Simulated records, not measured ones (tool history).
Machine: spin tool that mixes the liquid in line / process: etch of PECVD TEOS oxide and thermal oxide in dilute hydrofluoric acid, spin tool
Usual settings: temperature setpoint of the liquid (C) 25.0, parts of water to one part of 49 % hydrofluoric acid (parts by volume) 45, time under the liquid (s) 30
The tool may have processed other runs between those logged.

run     day  temperature setpoint of the liquid (C)  parts of water to one part of 49 % hydrofluoric acid (parts by volume)  time under the liquid (s)  wafers since the last listed run  hours since the thermometer was replaced  hours since the hydrofluoric acid flow meter was replaced  hours since the gauge calibration  read-back film thickness of the PECVD TEOS oxide reference wafer, read on the same gauge (nm)  read-back film thickness of the thermal oxide reference wafer, read on the same gauge (nm)  thickness taken off the PECVD TEOS oxide on a monitor wafer (nm)  thickness taken off the thermal oxide on a monitor wafer (nm)
  1   0.000                                    25.0                                                                      45                         30                                 0                                     521.5                                                     1078.5                              341.4                                                                                         140.00                                                                                      49.998                                                             14.04                                                          3.371
  2   1.842                                    25.0                                                                      45                         30                               399                                     565.7                                                     1122.7                              385.6                                                                                         140.01                                                                                      49.995                                                             13.86                                                          3.333
  3   3.804                                    25.0                                                                      45                         45                               425                                     612.8                                                     1169.8                              432.7                                                                                         139.98                                                                                      49.956                                                             21.23                                                          5.020
  4   5.100                                    25.0                                                                      45                         30                               280                                     643.9                                                     1200.9                              463.8                                                                                         140.01                                                                                      49.970                                                             14.09                                                          3.325
  5   6.667                                    25.0                                                                      45                         35                               339                                     681.5                                                     1238.5                              501.4                                                                                         139.99                                                                                      50.039                                                             16.38                                                          3.947
  6   9.338                                    25.0                                                                      45                         30                               579                                     745.6                                                     1302.6                              565.5                                                                                         139.99                                                                                      50.011                                                             14.34                                                          3.407
     11.567  -- gauge calibrated
  7  12.254                                    25.0                                                                      45                         30                               632                                     815.6                                                     1372.6                               16.5                                                                                         140.02                                                                                      50.007                                                             14.02                                                          3.371
  8  15.004                                    25.0                                                                      45                         30                               596                                     881.6                                                     1438.6                               82.5                                                                                         140.00                                                                                      50.019                                                             14.09                                                          3.408
  9  17.346                                    25.0                                                                      45                         30                               507                                     937.8                                                     1494.8                              138.7                                                                                         139.99                                                                                      50.034                                                             14.17                                                          3.403
 10  18.717                                    27.5                                                                      45                         40                               297                                     970.7                                                     1527.7                              171.6                                                                                         140.01                                                                                      49.987                                                             20.71                                                          5.089
 11  21.929                                    25.0                                                                      55                         30                               696                                    1047.8                                                     1604.8                              248.7                                                                                         140.02                                                                                      49.977                                                             11.42                                                          2.709
     23.142  -- thermometer replaced
 12  24.192                                    23.0                                                                      30                         30                               481                                      25.2                                                     1659.1                              303.0                                                                                         140.00                                                                                      50.021                                                             21.02                                                          4.981
     24.538  -- hydrofluoric acid flow meter replaced
 13  26.662                                    25.0                                                                      45                         50                               526                                      84.5                                                       51.0                              362.3                                                                                         139.98                                                                                      50.004                                                             22.31                                                          5.271
 14  28.479                                    25.0                                                                      45                         30                               393                                     128.1                                                       94.6                              405.9                                                                                         140.00                                                                                      49.994                                                             13.44                                                          3.184
 15  29.754                                    29.0                                                                      30                         35                               276                                     158.7                                                      125.2                              436.5                                                                                         140.01                                                                                      49.980                                                             27.91                                                          6.633
 16  31.533                                    28.0                                                                      60                         45                               385                                     201.4                                                      167.9                              479.2                                                                                         140.00                                                                                      50.003                                                             16.49                                                          3.900
     32.012  -- gauge calibrated
 17  33.288                                    28.5                                                                      45                         30                               380                                     243.5                                                      210.0                               30.6                                                                                         140.03                                                                                      49.990                                                             15.29                                                          3.666
 18  34.308                                    23.0                                                                      45                         30                               221                                     268.0                                                      234.5                               55.1                                                                                         139.99                                                                                      49.997                                                             12.25                                                          2.955
 19  37.242                                    29.0                                                                      65                         40                               636                                     338.4                                                      304.9                              125.5                                                                                         140.02                                                                                      49.991                                                             14.12                                                          3.353
 20  39.971                                    25.0                                                                      45                         35                               591                                     403.9                                                      370.4                              191.0                                                                                         139.99                                                                                      50.020                                                             15.91                                                          3.637
 21  42.804                                    28.0                                                                      45                         30                               614                                     471.9                                                      438.4                              259.0                                                                                         139.99                                                                                      49.999                                                             15.34                                                          3.639

Pick out some run-to-run changes in thickness taken off the PECVD TEOS oxide on a monitor wafer (nm). Of each, how much would a tool without hidden state show as well, from the settings, what came in and chance, and how much is left for the hidden state and any gauge scatter not in both results compared?
The hidden state here: liquid colder than its thermometer reads (K); hydrofluoric acid flow above the setpoint (%); gauge reads high (%).
Run 11 -> 12: temperature setpoint of the liquid (C) 25.0 -> 23.0, parts of water to one part of 49 % hydrofluoric acid (parts by volume) 55 -> 30, thermometer replaced. thickness taken off the PECVD TEOS oxide on a monitor wafer (nm) +9.60: hidden state +1.40, all else +8.20.
Run 12 -> 13: temperature setpoint of the liquid (C) 23.0 -> 25.0, parts of water to one part of 49 % hydrofluoric acid (parts by volume) 30 -> 45, time under the liquid (s) 30 -> 50, hydrofluoric acid flow meter replaced. thickness taken off the PECVD TEOS oxide on a monitor wafer (nm) +1.29: hidden state -2.18, all else +3.47.
Run 14 -> 15: temperature setpoint of the liquid (C) 25.0 -> 29.0, parts of water to one part of 49 % hydrofluoric acid (parts by volume) 45 -> 30, time under the liquid (s) 30 -> 35. thickness taken off the PECVD TEOS oxide on a monitor wafer (nm) +14.47: hidden state +0.12, all else +14.35.
Run 15 -> 16: temperature setpoint of the liquid (C) 29.0 -> 28.0, parts of water to one part of 49 % hydrofluoric acid (parts by volume) 30 -> 60, time under the liquid (s) 35 -> 45. thickness taken off the PECVD TEOS oxide on a monitor wafer (nm) -11.42: hidden state -0.04, all else -11.38.
